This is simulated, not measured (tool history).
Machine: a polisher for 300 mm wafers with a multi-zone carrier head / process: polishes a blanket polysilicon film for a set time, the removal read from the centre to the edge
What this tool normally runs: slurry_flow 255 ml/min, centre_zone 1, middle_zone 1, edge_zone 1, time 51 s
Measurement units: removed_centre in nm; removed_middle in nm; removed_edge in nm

run	hour	slurry_flow	centre_zone	middle_zone	edge_zone	time	incoming thickness of the incoming film, nm	removed_centre	removed_middle	removed_edge
1	0	255	1	1	1	51	1315.7	499.2	488.9	499.2
2	16	255	1	1	1	51	1311.7	491.7	485.3	498.5
3	29	255	1	1	1	51	1330.7	484.3	470.8	491.3
4	38.6	255	1	1	1	51	1346.7	473.1	468.6	474
# hour 50.7: carrier head's membrane replaced by a new one
5	51.2	255	1	1	1	51	1332.1	464.2	460.4	474.4
# hour 57.3: worn pad replaced by a new one
# hour 67: centre zone pressure recalibrated
# hour 69.1: edge zone pressure recalibrated
6	69.6	255	1	1	1	51	1326.6	495.9	490.1	510
7	72.7	255	1	1.03	1	51	1322.6	499.2	505	494.2
8	83	230	0.89	1.07	1.07	51	1312.6	431.6	506.5	503
9	100.9	230	0.95	0.94	1	40	1315.5	360.3	359.8	384.6
10	113.4	255	1	1	1	51	1332.6	481.5	471.5	484.4
11	129.7	255	1	1	1	51	1329.3	476.9	461.6	477.6
# hour 133.8: slurry nozzle cleaned
12	144.3	255	1.09	1	1	51	1305	504.6	448.3	465
# hour 152.7: worn pad replaced by a new one
13	155	255	1	0.96	1	51	1336	500.9	482	505.9
14	168.6	255	0.95	1	1	61	1328	574.3	587.3	608.9

Alternative continuations, all from the tool just after run 14; predict every row:
A	169	255	1	1	1	51	1314.8	?	?	?
B	169	255	1	1	0.91	36	1314.8	?	?	?
C	169	255	1	0.88	0.88	38	1314.8	?	?	?
D	169	340	1.03	0.9	1	44	1314.8	?	?	?

run	removed_centre	removed_middle	removed_edge
A	500.3	482.5	513.6
B	353.1	340.6	353.9
C	372.4	323.1	371.2
D	458.4	392	453.3
Take away the tool's hidden state, keep each run's random variation, and the runs would have read:
run	removed_centre	removed_middle	removed_edge
A	502.7	484.9	516.1
B	354.9	342.3	355.7
C	374.3	324.7	373
D	460.7	393.9	455.5

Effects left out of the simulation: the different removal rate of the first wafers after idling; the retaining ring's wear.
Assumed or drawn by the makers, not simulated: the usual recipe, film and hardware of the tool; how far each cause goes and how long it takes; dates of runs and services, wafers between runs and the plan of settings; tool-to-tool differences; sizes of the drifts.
